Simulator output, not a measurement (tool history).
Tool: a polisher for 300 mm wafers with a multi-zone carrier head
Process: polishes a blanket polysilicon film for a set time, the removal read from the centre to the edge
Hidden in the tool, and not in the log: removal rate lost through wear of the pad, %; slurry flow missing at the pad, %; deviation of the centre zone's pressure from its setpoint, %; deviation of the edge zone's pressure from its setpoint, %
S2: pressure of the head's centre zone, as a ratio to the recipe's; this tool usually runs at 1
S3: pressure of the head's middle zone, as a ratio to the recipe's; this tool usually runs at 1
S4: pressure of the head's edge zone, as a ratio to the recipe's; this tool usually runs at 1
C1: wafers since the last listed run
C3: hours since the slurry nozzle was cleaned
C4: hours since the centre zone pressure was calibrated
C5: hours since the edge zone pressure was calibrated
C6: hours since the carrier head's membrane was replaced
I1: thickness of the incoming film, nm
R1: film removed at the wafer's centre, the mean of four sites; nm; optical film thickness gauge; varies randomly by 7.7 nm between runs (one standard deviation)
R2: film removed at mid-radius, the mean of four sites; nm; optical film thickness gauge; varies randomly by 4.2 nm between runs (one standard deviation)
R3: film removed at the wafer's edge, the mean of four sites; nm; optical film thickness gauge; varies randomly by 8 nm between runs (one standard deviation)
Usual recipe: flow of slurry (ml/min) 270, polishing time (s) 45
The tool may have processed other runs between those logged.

Run 1, hour 0: usual settings; C1 0; wafers polished on this pad 2581; C3 277; C4 18.2; C5 655.6; C6 1584.9; I1 1448.3. Result: R1 538.2 nm, R2 528.5 nm, R3 546.2 nm.
Run 2, hour 36.1: usual settings; C1 301; wafers polished on this pad 2882; C3 313.1; C4 54.3; C5 691.7; C6 1621; I1 1428.5. Result: R1 538.7 nm, R2 527.4 nm, R3 528.1 nm.
Run 3, hour 80.7: usual settings; C1 372; wafers polished on this pad 3255; C3 357.7; C4 98.9; C5 736.3; C6 1665.6; I1 1453. Result: R1 550.1 nm, R2 532.1 nm, R3 545.7 nm.
At hour 88.6: worn pad replaced by a new one.
At hour 103.4: edge zone pressure recalibrated.
Run 4, hour 150.3: usual settings; C1 531; wafers polished on this pad 499; C3 427.3; C4 168.5; C5 46.9; C6 1735.2; I1 1431.6. Result: R1 543.1 nm, R2 524.3 nm, R3 537.5 nm.
Run 5, hour 180.8: usual settings; C1 254; wafers polished on this pad 753; C3 457.8; C4 199; C5 77.4; C6 1765.7; I1 1432.8. Result: R1 554.9 nm, R2 528.8 nm, R3 534.3 nm.
Run 6, hour 244: usual settings but S2 0.95, S3 0.96; C1 528; wafers polished on this pad 1281; C3 521; C4 262.2; C5 140.6; C6 1828.9; I1 1432.8. Result: R1 534.5 nm, R2 518 nm, R3 556.8 nm.
Run 7, hour 314.4: usual settings; C1 588; wafers polished on this pad 1870; C3 591.4; C4 332.6; C5 211; C6 1899.3; I1 1439.9. Result: R1 565.6 nm, R2 526.6 nm, R3 548.1 nm.
At hour 326.1: carrier head's membrane replaced by a new one.
Run 8, hour 353: usual settings but flow of slurry (ml/min) 350, S2 1.06; C1 280; wafers polished on this pad 2151; C3 630; C4 371.2; C5 249.6; C6 26.9; I1 1462.4. Result: R1 613.8 nm, R2 547.1 nm, R3 527.1 nm.
Run 9, hour 393.7: usual settings; C1 340; wafers polished on this pad 2491; C3 670.7; C4 411.9; C5 290.3; C6 67.6; I1 1455.2. Result: R1 559.2 nm, R2 534.4 nm, R3 544.9 nm.
At hour 409.9: slurry nozzle cleaned.
Run 10, hour 446.8: usual settings but flow of slurry (ml/min) 310, S2 1.08, S4 0.91, polishing time (s) 56; C1 435; wafers polished on this pad 2926; C3 36.9; C4 465; C5 343.4; C6 120.7; I1 1449.2. Result: R1 765.5 nm, R2 667.6 nm, R3 638.2 nm.
At hour 460.5: worn pad replaced by a new one.
Run 11, hour 509: usual settings; C1 486; wafers polished on this pad 405; C3 99.1; C4 527.2; C5 405.6; C6 182.9; I1 1440.1. Result: R1 565.6 nm, R2 537.5 nm, R3 525 nm.
Run 12, hour 574.7: usual settings but flow of slurry (ml/min) 240, S3 0.89, polishing time (s) 32; C1 548; wafers polished on this pad 954; C3 164.8; C4 592.9; C5 471.3; C6 248.6; I1 1454.7. Result: R1 404.6 nm, R2 351.1 nm, R3 379.7 nm.
Run 13, hour 640.9: usual settings but S3 1.06, polishing time (s) 56; C1 553; wafers polished on this pad 1507; C3 231; C4 659.1; C5 537.5; C6 314.8; I1 1437.8. Result: R1 716.7 nm, R2 679.8 nm, R3 667.2 nm.
Run 14, hour 678.6: usual settings but flow of slurry (ml/min) 305, S4 1.09, polishing time (s) 33; C1 315; wafers polished on this pad 1822; C3 268.7; C4 696.8; C5 575.2; C6 352.5; I1 1436.2. Result: R1 436.7 nm, R2 390.7 nm, R3 414 nm.
Run 15, hour 705.7: usual settings; C1 226; wafers polished on this pad 2048; C3 295.8; C4 723.9; C5 602.3; C6 379.6; I1 1455.6. Result: R1 585.6 nm, R2 530.9 nm, R3 538.5 nm.
At hour 726.9: edge zone pressure recalibrated.
Run 16, hour 760.4: usual settings but S2 1.11, S4 0.95; C1 440; wafers polished on this pad 2489; C3 350.5; C4 778.6; C5 33.5; C6 434.3; I1 1475.6. Result: R1 652.7 nm, R2 529.8 nm, R3 528.1 nm.
Run 17, hour 792.8: usual settings but flow of slurry (ml/min) 180, S3 0.94, S4 0.94, polishing time (s) 34; C1 270; wafers polished on this pad 2760; C3 382.9; C4 811; C5 65.9; C6 466.7; I1 1458.5. Result: R1 414.2 nm, R2 356.2 nm, R3 381.8 nm.
Run 18, hour 834.6: usual settings but flow of slurry (ml/min) 325, S2 1.07, S3 0.89, S4 0.88; C1 349; wafers polished on this pad 3109; C3 424.7; C4 852.8; C5 107.7; C6 508.5; I1 1442.3. Result: R1 654.7 nm, R2 501.6 nm, R3 519.2 nm.
At hour 854.4: worn pad replaced by a new one.
Run 19, hour 986.4: usual settings; C1 1234; wafers polished on this pad 1103; C3 576.5; C4 1004.6; C5 259.5; C6 660.3; I1 1432.4. Result: R1 604.3 nm, R2 536.3 nm, R3 532.7 nm.

Forecast run 20:
Run 20, hour 1047.3: usual settings but S4 0.95; C1 508; wafers polished on this pad 1611; C3 637.4; C4 1065.5; C5 320.4; C6 721.2; I1 1454.3. Result: R1 ?, R2 ?, R3 ?.

R1: 604 nm
R2: 527.6 nm
R3: 519.9 nm
Were there no unlogged condition in the tool, this run, its random variation unchanged, would have produced R1 547.8 nm, R2 527.9 nm, R3 519.9 nm.
